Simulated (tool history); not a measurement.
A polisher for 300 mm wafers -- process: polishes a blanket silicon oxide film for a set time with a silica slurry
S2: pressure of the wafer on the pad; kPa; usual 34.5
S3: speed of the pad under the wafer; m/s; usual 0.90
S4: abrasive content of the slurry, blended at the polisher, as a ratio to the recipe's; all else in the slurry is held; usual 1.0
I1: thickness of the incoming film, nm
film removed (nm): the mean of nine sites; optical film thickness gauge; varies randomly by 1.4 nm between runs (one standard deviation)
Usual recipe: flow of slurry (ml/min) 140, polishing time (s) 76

run 1 hour=0.0 | flow_of_slurry_(ml/min)=140 S2=34.5 S3=0.90 S4=1.0 polishing_time_(s)=76 | I1=1789.1 | film_removed_(nm)=216.3
run 2 hour=52.8 | flow_of_slurry_(ml/min)=140 S2=34.5 S3=0.90 S4=1.0 polishing_time_(s)=76 | I1=1747.2 | film_removed_(nm)=217.2
run 3 hour=234.7 | flow_of_slurry_(ml/min)=140 S2=34.5 S3=0.90 S4=1.0 polishing_time_(s)=76 | I1=1729.2 | film_removed_(nm)=223.0
run 4 hour=296.3 | flow_of_slurry_(ml/min)=140 S2=34.5 S3=0.90 S4=1.0 polishing_time_(s)=76 | I1=1733.5 | film_removed_(nm)=226.5
run 5 hour=323.6 | flow_of_slurry_(ml/min)=140 S2=34.5 S3=0.90 S4=1.0 polishing_time_(s)=76 | I1=1766.0 | film_removed_(nm)=227.2
run 6 hour=355.8 | flow_of_slurry_(ml/min)=140 S2=34.5 S3=0.90 S4=1.0 polishing_time_(s)=76 | I1=1765.9 | film_removed_(nm)=225.3
run 7 hour=389.1 | flow_of_slurry_(ml/min)=140 S2=37.2 S3=0.90 S4=1.0 polishing_time_(s)=76 | I1=1796.7 | film_removed_(nm)=248.6
run 8 hour=413.5 | flow_of_slurry_(ml/min)=140 S2=37.2 S3=0.90 S4=1.0 polishing_time_(s)=76 | I1=1740.1 | film_removed_(nm)=247.8
run 9 hour=451.9 | flow_of_slurry_(ml/min)=140 S2=37.2 S3=0.90 S4=1.0 polishing_time_(s)=76 | I1=1766.4 | film_removed_(nm)=248.7
run 10 hour=497.5 | flow_of_slurry_(ml/min)=140 S2=34.5 S3=0.90 S4=1.0 polishing_time_(s)=82 | I1=1732.8 | film_removed_(nm)=251.2
run 11 hour=559.1 | flow_of_slurry_(ml/min)=140 S2=34.5 S3=0.90 S4=1.0 polishing_time_(s)=76 | I1=1788.6 | film_removed_(nm)=203.4
run 12 hour=627.5 | flow_of_slurry_(ml/min)=140 S2=34.5 S3=0.90 S4=1.0 polishing_time_(s)=76 | I1=1753.0 | film_removed_(nm)=203.5
run 13 hour=678.4 | flow_of_slurry_(ml/min)=140 S2=26.2 S3=0.90 S4=1.1 polishing_time_(s)=54 | I1=1765.1 | film_removed_(nm)=115.0
run 14 hour=711.7 | flow_of_slurry_(ml/min)=180 S2=26.2 S3=0.90 S4=0.9 polishing_time_(s)=76 | I1=1785.0 | film_removed_(nm)=149.8
run 15 hour=736.0 | flow_of_slurry_(ml/min)=140 S2=34.5 S3=0.90 S4=1.0 polishing_time_(s)=76 | I1=1758.1 | film_removed_(nm)=204.2
run 16 hour=785.1 | flow_of_slurry_(ml/min)=170 S2=34.5 S3=0.90 S4=1.0 polishing_time_(s)=76 | I1=1748.0 | film_removed_(nm)=208.3
run 17 hour=813.8 | flow_of_slurry_(ml/min)=155 S2=34.5 S3=0.90 S4=0.9 polishing_time_(s)=68 | I1=1731.3 | film_removed_(nm)=175.1
run 18 hour=865.2 | flow_of_slurry_(ml/min)=120 S2=34.5 S3=0.58 S4=1.0 polishing_time_(s)=76 | I1=1723.3 | film_removed_(nm)=142.6
run 19 hour=916.9 | flow_of_slurry_(ml/min)=110 S2=29.6 S3=0.90 S4=1.0 polishing_time_(s)=76 | I1=1722.8 | film_removed_(nm)=170.8
run 20 hour=942.0 | flow_of_slurry_(ml/min)=140 S2=34.5 S3=0.90 S4=1.0 polishing_time_(s)=76 | I1=1775.9 | film_removed_(nm)=209.2
run 21 hour=969.7 | flow_of_slurry_(ml/min)=140 S2=34.5 S3=0.90 S4=1.0 polishing_time_(s)=76 | I1=1755.2 | film_removed_(nm)=205.2
run 22 hour=1001.3 | flow_of_slurry_(ml/min)=140 S2=37.2 S3=0.90 S4=1.0 polishing_time_(s)=76 | I1=1784.7 | film_removed_(nm)=226.2
run 23 hour=1068.2 | flow_of_slurry_(ml/min)=140 S2=34.5 S3=0.90 S4=1.0 polishing_time_(s)=76 | I1=1730.8 | film_removed_(nm)=207.4
run 24 hour=1092.5 | flow_of_slurry_(ml/min)=110 S2=34.5 S3=0.80 S4=1.0 polishing_time_(s)=89 | I1=1757.9 | film_removed_(nm)=214.3
run 25 hour=1129.5 | flow_of_slurry_(ml/min)=140 S2=40.7 S3=0.90 S4=1.0 polishing_time_(s)=76 | I1=1791.1 | film_removed_(nm)=249.5
run 26 hour=1166.9 | flow_of_slurry_(ml/min)=120 S2=34.5 S3=0.78 S4=1.0 polishing_time_(s)=86 | I1=1748.0 | film_removed_(nm)=207.5

Put back what was entered between runs (15 entries, withheld): which listed runs does each sit between, and how does the hidden state differ from the listed run before to the listed run after?
Runs 2 to 3: slurry blender recalibrated (hour 133.2); slurry nozzle cleaned (hour 151.0)
  deviation of the head's pressure from its setpoint, %: 8.39 -> 10.7
  what was measured, less what the result would be without the hidden state, film removed (nm): +16.8 -> +21.6
Runs 3 to 4: worn pad replaced by a new one (hour 250.5)
  deviation of the head's pressure from its setpoint, %: 10.7 -> 11.6
  what was measured, less what the result would be without the hidden state, film removed (nm): +21.6 -> +23.5
Runs 6 to 7: conditioning disc replaced and pad reconditioned (hour 371.5); slurry nozzle cleaned (hour 387.5)
  deviation of the head's pressure from its setpoint, %: 12.4 -> 12.9
  what was measured, less what the result would be without the hidden state, film removed (nm): +25.0 -> +28.5
Runs 9 to 10: worn pad replaced by a new one (hour 482.9)
  deviation of the head's pressure from its setpoint, %: 13.9 -> 14.7
  what was measured, less what the result would be without the hidden state, film removed (nm): +30.4 -> +32.1
Runs 10 to 11: head pressure recalibrated (hour 501.5)
  deviation of the head's pressure from its setpoint, %: 14.7 -> 1.13
  what was measured, less what the result would be without the hidden state, film removed (nm): +32.1 -> +2.3
Runs 11 to 12: slurry blender recalibrated (hour 600.4)
  deviation of the head's pressure from its setpoint, %: 1.13 -> 1.19
  what was measured, less what the result would be without the hidden state, film removed (nm): +2.3 -> +2.4
Runs 12 to 13: slurry nozzle cleaned (hour 635.2)
  deviation of the head's pressure from its setpoint, %: 1.19 -> 1.27
  what was measured, less what the result would be without the hidden state, film removed (nm): +2.4 -> +1.5
Runs 14 to 15: worn pad replaced by a new one (hour 727.4)
  deviation of the head's pressure from its setpoint, %: 1.34 -> 1.39
  what was measured, less what the result would be without the hidden state, film removed (nm): +1.9 -> +2.8
Runs 16 to 17: conditioning disc replaced and pad reconditioned (hour 807.1)
  deviation of the head's pressure from its setpoint, %: 1.52 -> 1.6
  what was measured, less what the result would be without the hidden state, film removed (nm): +3.1 -> +2.8
Runs 17 to 18: slurry nozzle cleaned (hour 856.2)
  deviation of the head's pressure from its setpoint, %: 1.6 -> 1.78
  what was measured, less what the result would be without the hidden state, film removed (nm): +2.8 -> +2.5
Runs 21 to 22: worn pad replaced by a new one (hour 987.2); slurry blender recalibrated (hour 988.3)
  deviation of the head's pressure from its setpoint, %: 2.21 -> 2.37
  what was measured, less what the result would be without the hidden state, film removed (nm): +4.5 -> +5.3
Runs 24 to 25: slurry nozzle cleaned (hour 1099.2)
  deviation of the head's pressure from its setpoint, %: 2.86 -> 3.09
  what was measured, less what the result would be without the hidden state, film removed (nm): +6.0 -> +7.4

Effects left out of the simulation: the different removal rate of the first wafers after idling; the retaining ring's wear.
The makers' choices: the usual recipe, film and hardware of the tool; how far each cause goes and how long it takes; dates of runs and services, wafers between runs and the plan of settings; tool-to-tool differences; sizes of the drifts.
